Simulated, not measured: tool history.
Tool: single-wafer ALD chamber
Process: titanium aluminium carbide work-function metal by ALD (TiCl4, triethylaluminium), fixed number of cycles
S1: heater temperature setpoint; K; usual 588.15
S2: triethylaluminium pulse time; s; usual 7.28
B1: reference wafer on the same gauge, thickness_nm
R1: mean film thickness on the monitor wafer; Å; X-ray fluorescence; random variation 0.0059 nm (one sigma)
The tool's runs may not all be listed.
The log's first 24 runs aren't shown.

run	hour	S1	S2	B1	R1
# hour 1687: gauge calibrated
25	1890.7	588.15	7.28	2.001	22.11
26	1955.7	588.15	9.24	2	23.12
27	2018.5	579.15	8.43	2.001	21.89
28	2066.1	576.15	8.94	1.999	21.82
# hour 2132.9: thermocouple changed; heater temperature recalibrated
29	2153.3	588.15	8.73	1.999	22.82
30	2257.4	583.15	4.77	2.001	17.06
31	2353.1	580.15	4.41	1.999	15.65
32	2390.6	593.15	8.27	2	22.79

Forecast each of these 5 alternatives for the next run:
A	2391	588.15	7.28	?	?
B	2391	583.15	5.57	?	?
C	2391	602.15	9.93	?	?
D	2391	581.15	6.15	?	?
E	2391	581.15	4.43	?	?

run	B1	R1
A	2.001	21.47
B	2.001	18.61
C	2.001	24.58
D	2.001	19.41
E	2.001	15.7
Without the tool's hidden state the same runs would have given:
run	R1
A	21.91
B	19.26
C	24.79
D	19.98
E	16.44
